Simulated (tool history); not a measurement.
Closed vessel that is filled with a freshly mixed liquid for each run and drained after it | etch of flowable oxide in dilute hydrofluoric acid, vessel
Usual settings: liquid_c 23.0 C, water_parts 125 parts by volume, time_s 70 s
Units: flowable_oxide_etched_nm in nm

| run | day | liquid_c | water_parts | time_s | wafers since the last listed run | hours since the thermometer was replaced | hours since the hydrofluoric acid flow meter was replaced | hours since the gauge calibration | read-back film thickness of the flowable oxide reference wafer, read on the same gauge (nm) | flowable_oxide_etched_nm |
|---|---|---|---|---|---|---|---|---|---|---|
| 1 | 0.000 | 25.0 | 125 | 85 | 0 | 1495.8 | 1469.0 | 561.1 | 70.02 | 17.27 |
| 2 | 1.808 | 25.0 | 125 | 85 | 3860 | 1539.2 | 1512.4 | 604.5 | 70.00 | 16.99 |
| 3 | 3.950 | 23.0 | 125 | 90 | 4572 | 1590.6 | 1563.8 | 655.9 | 69.94 | 16.95 |
| 4 | 6.896 | 23.0 | 125 | 70 | 6288 | 1661.3 | 1634.5 | 726.6 | 70.00 | 13.32 |
|  | 9.462 | gauge calibrated |
| 5 | 11.338 | 23.0 | 125 | 70 | 9482 | 1767.9 | 1741.1 | 45.0 | 70.02 | 12.98 |
| 6 | 13.896 | 23.0 | 125 | 70 | 5461 | 1829.3 | 1802.5 | 106.4 | 69.95 | 13.38 |
| 7 | 15.417 | 23.0 | 125 | 70 | 3246 | 1865.8 | 1839.0 | 142.9 | 70.03 | 13.09 |
| 8 | 19.225 | 23.0 | 125 | 70 | 8130 | 1957.2 | 1930.4 | 234.3 | 70.01 | 13.12 |
| 9 | 23.171 | 23.0 | 125 | 70 | 8423 | 2051.9 | 2025.1 | 329.0 | 69.95 | 13.12 |
| 10 | 24.842 | 23.0 | 125 | 70 | 3567 | 2092.0 | 2065.2 | 369.1 | 69.96 | 13.22 |
| 11 | 28.317 | 25.0 | 145 | 70 | 7418 | 2175.4 | 2148.6 | 452.5 | 70.00 | 11.81 |
| 12 | 30.283 | 25.0 | 145 | 70 | 4198 | 2222.6 | 2195.8 | 499.7 | 69.98 | 11.83 |
|  | 31.962 | hydrofluoric acid flow meter replaced |
| 13 | 31.975 | 23.0 | 175 | 70 | 3522 | 2263.2 | 0.3 | 540.3 | 69.93 | 9.03 |
|  | 32.712 | thermometer replaced |
| 14 | 35.792 | 23.0 | 125 | 35 | 8059 | 73.9 | 91.9 | 631.9 | 70.01 | 6.47 |
| 15 | 39.404 | 27.0 | 80 | 30 | 7712 | 160.6 | 178.6 | 718.6 | 70.03 | 10.88 |
| 16 | 43.883 | 23.0 | 125 | 70 | 9562 | 268.1 | 286.1 | 826.1 | 70.01 | 13.17 |
| 17 | 46.554 | 20.0 | 170 | 90 | 5701 | 332.2 | 350.2 | 890.2 | 69.96 | 10.62 |
|  | 48.038 | gauge calibrated |
| 18 | 48.388 | 26.5 | 175 | 95 | 3913 | 376.2 | 394.2 | 8.4 | 70.00 | 13.67 |
| 19 | 51.829 | 26.0 | 100 | 105 | 7347 | 458.8 | 476.8 | 91.0 | 70.02 | 28.63 |
| 20 | 55.300 | 23.0 | 125 | 70 | 7409 | 542.1 | 560.1 | 174.3 | 70.00 | 13.12 |
| 21 | 57.254 | 23.0 | 125 | 50 | 4171 | 589.0 | 607.0 | 221.2 | 70.00 | 9.43 |
| 22 | 60.371 | 26.5 | 175 | 95 | 6653 | 663.8 | 681.8 | 296.0 | 70.00 | 13.87 |
| 23 | 64.588 | 27.0 | 125 | 40 | 9002 | 765.0 | 783.0 | 397.2 | 70.04 | 8.75 |
| 24 | 68.929 | 23.0 | 125 | 70 | 9268 | 869.2 | 887.2 | 501.4 | 70.02 | 13.06 |

Forecast each of these 5 alternatives for the next run:
| A | 68.958 | 23.0 | 125 | 100 | 62 | 869.9 | 887.9 | 502.1 | ? | ? |
| B | 68.958 | 25.5 | 155 | 45 | 62 | 869.9 | 887.9 | 502.1 | ? | ? |
| C | 68.958 | 21.5 | 85 | 55 | 62 | 869.9 | 887.9 | 502.1 | ? | ? |
| D | 68.958 | 18.5 | 180 | 45 | 62 | 869.9 | 887.9 | 502.1 | ? | ? |
| E | 68.958 | 23.0 | 150 | 70 | 62 | 869.9 | 887.9 | 502.1 | ? | ? |

| run | read-back film thickness of the flowable oxide reference wafer, read on the same gauge (nm) | flowable_oxide_etched_nm |
|---|---|---|
| A | 70.05 | 18.58 |
| B | 70.05 | 7.17 |
| C | 70.05 | 14.82 |
| D | 70.05 | 4.59 |
| E | 70.05 | 10.53 |
Without the tool's hidden state the same runs would have given:
| run | flowable_oxide_etched_nm |
|---|---|
| A | 18.58 |
| B | 7.17 |
| C | 14.82 |
| D | 4.59 |
| E | 10.53 |

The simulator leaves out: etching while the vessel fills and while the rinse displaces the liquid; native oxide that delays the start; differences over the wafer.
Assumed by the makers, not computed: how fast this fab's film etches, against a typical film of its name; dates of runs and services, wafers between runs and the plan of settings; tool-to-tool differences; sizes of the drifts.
